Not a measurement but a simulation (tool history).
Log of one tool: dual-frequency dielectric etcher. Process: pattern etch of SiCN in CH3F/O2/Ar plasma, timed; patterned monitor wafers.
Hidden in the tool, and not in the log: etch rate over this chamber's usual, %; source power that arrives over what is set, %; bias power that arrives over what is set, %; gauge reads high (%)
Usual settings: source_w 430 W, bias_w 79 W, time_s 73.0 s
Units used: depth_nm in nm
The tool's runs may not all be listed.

| run | day | source_w | bias_w | time_s | wafers since the last listed run | hours since the last wet clean | hours since the last source power generator calibration | hours since the last bias power generator calibration | hours since the last upper electrode change | hours since the gauge calibration | read-back reference wafer on the same gauge, depth_nm | depth_nm |
|---|---|---|---|---|---|---|---|---|---|---|---|---|
| 1 | 0.000 | 430 | 79 | 73.0 | 0 | 68.0 | 2253.2 | 1660.8 | 2118.2 | 372.6 | 30.19 | 28.32 |
| 2 | 0.746 | 430 | 79 | 73.0 | 224 | 85.9 | 2271.1 | 1678.7 | 2136.1 | 390.5 | 30.20 | 28.30 |
| 3 | 1.571 | 430 | 79 | 73.0 | 247 | 105.7 | 2290.9 | 1698.5 | 2155.9 | 410.3 | 30.18 | 28.30 |
| 4 | 2.667 | 480 | 86 | 73.0 | 329 | 132.0 | 2317.2 | 1724.8 | 2182.2 | 436.6 | 30.19 | 30.86 |
| 5 | 3.812 | 480 | 86 | 73.0 | 344 | 159.5 | 2344.7 | 1752.3 | 2209.7 | 464.1 | 30.20 | 30.98 |
| 6 | 4.358 | 480 | 86 | 73.0 | 163 | 172.6 | 2357.8 | 1765.4 | 2222.8 | 477.2 | 30.20 | 31.09 |
| 7 | 5.683 | 370 | 79 | 73.0 | 398 | 204.4 | 2389.6 | 1797.2 | 2254.6 | 509.0 | 30.21 | 26.00 |
| 8 | 6.362 | 430 | 79 | 73.0 | 204 | 220.7 | 2405.9 | 1813.5 | 2270.9 | 525.3 | 30.19 | 28.49 |
| 9 | 7.750 | 430 | 79 | 73.0 | 416 | 254.0 | 2439.2 | 1846.8 | 2304.2 | 558.6 | 30.20 | 28.63 |
| 10 | 9.038 | 430 | 79 | 73.0 | 386 | 284.9 | 2470.1 | 1877.7 | 2335.1 | 589.5 | 30.21 | 28.65 |
|  | 10.129 | upper electrode replaced |
|  | 12.812 | wet clean of the chamber |
| 11 | 12.833 | 430 | 79 | 73.0 | 539 | 0.5 | 2561.2 | 1968.8 | 64.9 | 680.6 | 30.19 | 27.96 |
| 12 | 12.846 | 430 | 79 | 73.0 | 3 | 0.8 | 2561.5 | 1969.1 | 65.2 | 680.9 | 30.21 | 28.12 |
| 13 | 13.396 | 430 | 79 | 73.0 | 165 | 14.0 | 2574.7 | 1982.3 | 78.4 | 694.1 | 30.20 | 28.18 |
| 14 | 14.192 | 340 | 68 | 67.0 | 239 | 33.1 | 2593.8 | 2001.4 | 97.5 | 713.2 | 30.19 | 21.36 |
| 15 | 14.771 | 500 | 79 | 80.0 | 174 | 47.0 | 2607.7 | 2015.3 | 111.4 | 727.1 | 30.17 | 33.56 |
| 16 | 15.729 | 430 | 85 | 73.0 | 287 | 70.0 | 2630.7 | 2038.3 | 134.4 | 750.1 | 30.19 | 28.86 |
|  | 16.429 | source power generator calibrated |
| 17 | 16.450 | 430 | 90 | 73.0 | 166 | 87.3 | 0.5 | 2055.6 | 151.7 | 767.4 | 30.20 | 29.24 |
|  | 17.071 | gauge calibrated |
|  | 17.158 | bias power generator calibrated |
| 18 | 17.425 | 330 | 67 | 58.5 | 242 | 110.7 | 23.9 | 6.4 | 175.1 | 8.5 | 30.18 | 18.20 |
| 19 | 18.517 | 430 | 79 | 73.0 | 327 | 136.9 | 50.1 | 32.6 | 201.3 | 34.7 | 30.22 | 28.49 |
| 20 | 19.454 | 430 | 79 | 73.0 | 281 | 159.4 | 72.6 | 55.1 | 223.8 | 57.2 | 30.20 | 28.53 |
| 21 | 20.550 | 430 | 79 | 57.5 | 329 | 185.7 | 98.9 | 81.4 | 250.1 | 83.5 | 30.18 | 22.42 |
| 22 | 21.312 | 390 | 72 | 73.0 | 229 | 204.0 | 117.2 | 99.7 | 268.4 | 101.8 | 30.22 | 26.16 |
| 23 | 22.708 | 430 | 79 | 73.0 | 419 | 237.5 | 150.7 | 133.2 | 301.9 | 135.3 | 30.19 | 28.61 |

For run 24, what comes out?
| 24 | 23.875 | 430 | 79 | 63.5 | 350 | 265.5 | 178.7 | 161.2 | 329.9 | 163.3 | ? | ? |

read-back reference wafer on the same gauge, depth_nm: 30.21
depth_nm: 24.82 nm
With no hidden state in the tool, this same run would have given depth_nm 24.39 nm.
